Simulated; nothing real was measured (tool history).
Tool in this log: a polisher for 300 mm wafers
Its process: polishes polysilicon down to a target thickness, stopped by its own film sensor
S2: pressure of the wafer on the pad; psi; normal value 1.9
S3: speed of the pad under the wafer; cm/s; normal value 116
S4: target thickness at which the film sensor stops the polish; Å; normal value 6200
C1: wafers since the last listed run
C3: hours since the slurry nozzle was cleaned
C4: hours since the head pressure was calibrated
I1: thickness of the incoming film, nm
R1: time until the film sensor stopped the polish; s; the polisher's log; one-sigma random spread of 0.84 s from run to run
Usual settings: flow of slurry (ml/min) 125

run 1 hour=0 | flow_of_slurry_(ml/min)=125 S2=1.9 S3=116 S4=6200 | C1=0 wafers_polished_on_this_pad=1142 C3=507.4 C4=286.7 | I1=1088.1 | R1=88.8
run 2 hour=41 | flow_of_slurry_(ml/min)=145 S2=1.9 S3=116 S4=6200 | C1=299 wafers_polished_on_this_pad=1441 C3=548.4 C4=327.7 | I1=1079 | R1=86.6
run 3 hour=91.1 | flow_of_slurry_(ml/min)=125 S2=1.9 S3=116 S4=6200 | C1=365 wafers_polished_on_this_pad=1807 C3=598.5 C4=377.8 | I1=1073.1 | R1=85.8
run 4 hour=137 | flow_of_slurry_(ml/min)=125 S2=1.9 S3=116 S4=6200 | C1=335 wafers_polished_on_this_pad=2142 C3=644.4 C4=423.7 | I1=1089.8 | R1=92.4
-- hour=196.3 head pressure recalibrated
run 5 hour=196.8 | flow_of_slurry_(ml/min)=125 S2=1.9 S3=116 S4=6200 | C1=422 wafers_polished_on_this_pad=2564 C3=704.2 C4=0.5 | I1=1113.9 | R1=98.6
-- hour=206 slurry nozzle cleaned
-- hour=227.5 worn pad replaced by a new one
run 6 hour=232 | flow_of_slurry_(ml/min)=125 S2=1.9 S3=116 S4=6200 | C1=220 wafers_polished_on_this_pad=32 C3=26 C4=35.7 | I1=1093.3 | R1=88.9
run 7 hour=258.4 | flow_of_slurry_(ml/min)=125 S2=1.9 S3=116 S4=6200 | C1=192 wafers_polished_on_this_pad=225 C3=52.4 C4=62.1 | I1=1092.8 | R1=88.7
run 8 hour=329.5 | flow_of_slurry_(ml/min)=125 S2=1.9 S3=116 S4=5620 | C1=519 wafers_polished_on_this_pad=744 C3=123.5 C4=133.2 | I1=1077.4 | R1=96.7
run 9 hour=384.8 | flow_of_slurry_(ml/min)=125 S2=1.9 S3=116 S4=5620 | C1=403 wafers_polished_on_this_pad=1148 C3=178.8 C4=188.5 | I1=1070 | R1=96.5
run 10 hour=443.3 | flow_of_slurry_(ml/min)=125 S2=1.9 S3=116 S4=5620 | C1=427 wafers_polished_on_this_pad=1575 C3=237.3 C4=247 | I1=1089.4 | R1=102.3
run 11 hour=508.2 | flow_of_slurry_(ml/min)=125 S2=1.9 S3=116 S4=6200 | C1=473 wafers_polished_on_this_pad=2049 C3=302.2 C4=311.9 | I1=1085.1 | R1=90.9
run 12 hour=559 | flow_of_slurry_(ml/min)=125 S2=1.9 S3=116 S4=6200 | C1=370 wafers_polished_on_this_pad=2420 C3=353 C4=362.7 | I1=1092.9 | R1=96.1
-- hour=601 worn pad replaced by a new one
run 13 hour=603.8 | flow_of_slurry_(ml/min)=125 S2=1.9 S3=116 S4=6200 | C1=297 wafers_polished_on_this_pad=20 C3=397.8 C4=407.5 | I1=1102.8 | R1=91.9
run 14 hour=674.8 | flow_of_slurry_(ml/min)=125 S2=1.9 S3=116 S4=6200 | C1=518 wafers_polished_on_this_pad=538 C3=468.8 C4=478.5 | I1=1094.1 | R1=90.3
-- hour=680.2 head pressure recalibrated
run 15 hour=701.3 | flow_of_slurry_(ml/min)=125 S2=1.9 S3=116 S4=6200 | C1=178 wafers_polished_on_this_pad=717 C3=495.3 C4=21.1 | I1=1089.8 | R1=90.1
run 16 hour=733.1 | flow_of_slurry_(ml/min)=125 S2=1.9 S3=106 S4=5120 | C1=232 wafers_polished_on_this_pad=949 C3=527.1 C4=52.9 | I1=1083.4 | R1=117
run 17 hour=798.5 | flow_of_slurry_(ml/min)=110 S2=1.9 S3=116 S4=6200 | C1=477 wafers_polished_on_this_pad=1427 C3=592.5 C4=118.3 | I1=1091.7 | R1=92.9
run 18 hour=868.9 | flow_of_slurry_(ml/min)=110 S2=1.9 S3=116 S4=6200 | C1=514 wafers_polished_on_this_pad=1941 C3=662.9 C4=188.7 | I1=1078 | R1=92.4
-- hour=930.5 worn pad replaced by a new one
run 19 hour=940.5 | flow_of_slurry_(ml/min)=95 S2=1.3 S3=116 S4=5060 | C1=493 wafers_polished_on_this_pad=73 C3=734.5 C4=260.3 | I1=1105.1 | R1=168.1
run 20 hour=997.8 | flow_of_slurry_(ml/min)=165 S2=1.3 S3=144 S4=5400 | C1=418 wafers_polished_on_this_pad=491 C3=791.8 C4=317.6 | I1=1075.4 | R1=118.3
run 21 hour=1022.6 | flow_of_slurry_(ml/min)=125 S2=1.9 S3=132 S4=5010 | C1=181 wafers_polished_on_this_pad=672 C3=816.6 C4=342.4 | I1=1095.1 | R1=102.6
-- hour=1050.3 slurry nozzle cleaned
run 22 hour=1055.5 | flow_of_slurry_(ml/min)=95 S2=1.4 S3=90 S4=4890 | C1=232 wafers_polished_on_this_pad=905 C3=5.2 C4=375.3 | I1=1094.5 | R1=193.3
run 23 hour=1123.7 | flow_of_slurry_(ml/min)=125 S2=2.5 S3=116 S4=6700 | C1=498 wafers_polished_on_this_pad=1403 C3=73.4 C4=443.5 | I1=1090.7 | R1=61.2
run 24 hour=1160.3 | flow_of_slurry_(ml/min)=95 S2=1.4 S3=90 S4=4890 | C1=267 wafers_polished_on_this_pad=1670 C3=110 C4=480.1 | I1=1087.1 | R1=193.5
-- hour=1197.1 head pressure recalibrated
run 25 hour=1211.7 | flow_of_slurry_(ml/min)=125 S2=1.4 S3=136 S4=6200 | C1=360 wafers_polished_on_this_pad=2031 C3=161.4 C4=14.6 | I1=1084.4 | R1=107.8
run 26 hour=1262.9 | flow_of_slurry_(ml/min)=125 S2=1.9 S3=116 S4=6200 | C1=373 wafers_polished_on_this_pad=2405 C3=212.6 C4=65.8 | I1=1084.3 | R1=91.9
run 27 hour=1291.1 | flow_of_slurry_(ml/min)=125 S2=1.9 S3=116 S4=4570 | C1=205 wafers_polished_on_this_pad=2611 C3=240.8 C4=94 | I1=1107.3 | R1=131.6
-- hour=1317.5 worn pad replaced by a new one
run 28 hour=1331.4 | flow_of_slurry_(ml/min)=125 S2=1.9 S3=98 S4=7100 | C1=265 wafers_polished_on_this_pad=101 C3=281.1 C4=134.3 | I1=1080.9 | R1=79
run 29 hour=1364.9 | flow_of_slurry_(ml/min)=125 S2=1.9 S3=102 S4=6200 | C1=244 wafers_polished_on_this_pad=345 C3=314.6 C4=167.8 | I1=1085.5 | R1=95
run 30 hour=1401.5 | flow_of_slurry_(ml/min)=95 S2=2.1 S3=152 S4=7110 | C1=267 wafers_polished_on_this_pad=613 C3=351.2 C4=204.4 | I1=1074.2 | R1=52
run 31 hour=1468.9 | flow_of_slurry_(ml/min)=125 S2=1.9 S3=116 S4=6200 | C1=492 wafers_polished_on_this_pad=1105 C3=418.6 C4=271.8 | I1=1090.6 | R1=88
run 32 hour=1501.6 | flow_of_slurry_(ml/min)=125 S2=1.2 S3=128 S4=6200 | C1=238 wafers_polished_on_this_pad=1344 C3=451.3 C4=304.5 | I1=1108.8 | R1=135.6
run 33 hour=1526.1 | flow_of_slurry_(ml/min)=125 S2=1.9 S3=116 S4=6200 | C1=178 wafers_polished_on_this_pad=1523 C3=475.8 C4=329 | I1=1091.4 | R1=90.9
run 34 hour=1556.9 | flow_of_slurry_(ml/min)=95 S2=1.9 S3=100 S4=6200 | C1=224 wafers_polished_on_this_pad=1747 C3=506.6 C4=359.8 | I1=1087.7 | R1=106.4
run 35 hour=1587.6 | flow_of_slurry_(ml/min)=125 S2=1.3 S3=116 S4=6200 | C1=224 wafers_polished_on_this_pad=1972 C3=537.3 C4=390.5 | I1=1106.8 | R1=138.1
run 36 hour=1629 | flow_of_slurry_(ml/min)=150 S2=1.4 S3=76 S4=5040 | C1=302 wafers_polished_on_this_pad=2274 C3=578.7 C4=431.9 | I1=1093.2 | R1=207.3
-- hour=1642 worn pad replaced by a new one
run 37 hour=1674.8 | flow_of_slurry_(ml/min)=90 S2=1.9 S3=96 S4=7070 | C1=305 wafers_polished_on_this_pad=239 C3=624.5 C4=477.7 | I1=1098.9 | R1=88.9

Some steps in R1, run to run, broken into two amounts with sign: the step expected even without the hidden condition (settings, incoming material, random variation), and the rest, left for the hidden condition together with whatever gauge scatter is not in both the measured and the hidden-condition-free result:
The tool's hidden condition here consists of: removal rate lost through wear of the pad, %; slurry flow missing at the pad, %; deviation of the head's pressure from its setpoint, %.
Run 5 -> 6: slurry nozzle cleaned, worn pad replaced by a new one. R1 -9.7 s: hidden state -6.3, all else -3.4.
Run 22 -> 23: flow of slurry (ml/min) 95 -> 125, S2 1.4 -> 2.5, S3 90 -> 116, S4 4890 -> 6700. R1 -132.1 s: hidden state -0.4, all else -131.7.
Run 23 -> 24: flow of slurry (ml/min) 125 -> 95, S2 2.5 -> 1.4, S3 116 -> 90, S4 6700 -> 4890. R1 +132.3 s: hidden state +4.4, all else +127.9.
Run 27 -> 28: S3 116 -> 98, S4 4570 -> 7100, worn pad replaced by a new one. R1 -52.6 s: hidden state -9.4, all else -43.2.
Run 36 -> 37: flow of slurry (ml/min) 150 -> 90, S2 1.4 -> 1.9, S3 76 -> 96, S4 5040 -> 7070, worn pad replaced by a new one. R1 -118.4 s: hidden state -11.2, all else -107.2.
